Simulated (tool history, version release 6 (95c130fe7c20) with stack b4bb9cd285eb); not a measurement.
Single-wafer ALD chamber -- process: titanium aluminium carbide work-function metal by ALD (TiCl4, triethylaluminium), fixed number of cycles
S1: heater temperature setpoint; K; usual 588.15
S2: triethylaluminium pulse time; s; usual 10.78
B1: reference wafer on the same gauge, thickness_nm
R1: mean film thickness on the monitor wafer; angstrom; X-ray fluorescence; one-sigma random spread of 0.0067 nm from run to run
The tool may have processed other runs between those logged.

run 1 hour=0.0 | S1=596.15 S2=10.78 | B1=2.139 | R1=19.10
run 2 hour=18.2 | S1=596.15 S2=10.78 | B1=2.141 | R1=19.06
run 3 hour=83.7 | S1=588.15 S2=10.78 | B1=2.140 | R1=18.23
run 4 hour=100.3 | S1=588.15 S2=10.78 | B1=2.138 | R1=18.31
run 5 hour=135.6 | S1=588.15 S2=10.78 | B1=2.140 | R1=18.22
run 6 hour=156.3 | S1=588.15 S2=10.78 | B1=2.140 | R1=18.31
-- hour=185.1 showerhead replaced
run 7 hour=185.6 | S1=588.15 S2=10.78 | B1=2.141 | R1=18.28
run 8 hour=200.5 | S1=588.15 S2=10.78 | B1=2.140 | R1=18.36
run 9 hour=226.4 | S1=588.15 S2=7.92 | B1=2.140 | R1=17.27
run 10 hour=243.6 | S1=588.15 S2=7.92 | B1=2.140 | R1=17.22
-- hour=245.9 gauge calibrated
run 11 hour=261.1 | S1=588.15 S2=7.92 | B1=2.141 | R1=17.16
run 12 hour=274.1 | S1=588.15 S2=10.78 | B1=2.140 | R1=18.15
-- hour=311.4 triethylaluminium bottle replaced
run 13 hour=311.9 | S1=596.15 S2=10.78 | B1=2.139 | R1=19.44
run 14 hour=330.9 | S1=596.15 S2=13.59 | B1=2.139 | R1=19.76
run 15 hour=361.0 | S1=588.15 S2=10.78 | B1=2.139 | R1=18.86
run 16 hour=396.5 | S1=583.15 S2=10.78 | B1=2.139 | R1=18.36
run 17 hour=426.4 | S1=588.15 S2=10.78 | B1=2.141 | R1=18.75
run 18 hour=442.4 | S1=578.15 S2=12.69 | B1=2.141 | R1=18.03
run 19 hour=458.5 | S1=579.15 S2=6.79 | B1=2.140 | R1=17.03
run 20 hour=493.5 | S1=578.15 S2=8.44 | B1=2.140 | R1=17.43
-- hour=514.2 thermocouple changed; heater temperature recalibrated
run 21 hour=518.7 | S1=579.15 S2=11.93 | B1=2.139 | R1=18.09
run 22 hour=543.8 | S1=577.15 S2=11.97 | B1=2.141 | R1=17.94
run 23 hour=561.1 | S1=582.15 S2=7.70 | B1=2.139 | R1=17.54
run 24 hour=596.5 | S1=588.15 S2=10.78 | B1=2.139 | R1=18.67
run 25 hour=613.1 | S1=593.15 S2=13.68 | B1=2.141 | R1=19.48
run 26 hour=642.0 | S1=588.15 S2=6.65 | B1=2.141 | R1=17.62
run 27 hour=663.8 | S1=595.15 S2=7.91 | B1=2.142 | R1=18.72
run 28 hour=689.0 | S1=595.15 S2=8.78 | B1=2.140 | R1=18.92
run 29 hour=712.0 | S1=588.15 S2=9.57 | B1=2.140 | R1=18.39
run 30 hour=746.8 | S1=588.15 S2=10.78 | B1=2.140 | R1=18.62
run 31 hour=764.9 | S1=598.15 S2=7.54 | B1=2.137 | R1=18.68
run 32 hour=799.5 | S1=601.15 S2=14.05 | B1=2.141 | R1=20.31
run 33 hour=818.9 | S1=579.15 S2=10.78 | B1=2.140 | R1=17.83

What was the tool's hidden state at every run in the log?
wafer temperature above the value expected at the setpoint (K): 0 in every run
gauge reads high (%): 0 in every run
H1: triethylaluminium dose above that of a fresh bottle (%)
run=1 H1=-25.3
run=2 H1=-25.7
run=3 H1=-27.1
run=4 H1=-27.4
run=5 H1=-28.1
run=6 H1=-28.6
run=7 H1=-29.2
run=8 H1=-29.5
run=9 H1=-30
run=10 H1=-30.4
run=11 H1=-30.8
run=12 H1=-31
run=13 H1=-1.43
run=14 H1=-1.82
run=15 H1=-2.45
run=16 H1=-3.19
run=17 H1=-3.81
run=18 H1=-4.15
run=19 H1=-4.48
run=20 H1=-5.21
run=21 H1=-5.74
run=22 H1=-6.26
run=23 H1=-6.62
run=24 H1=-7.36
run=25 H1=-7.7
run=26 H1=-8.31
run=27 H1=-8.76
run=28 H1=-9.28
run=29 H1=-9.76
run=30 H1=-10.5
run=31 H1=-10.9
run=32 H1=-11.6
run=33 H1=-12
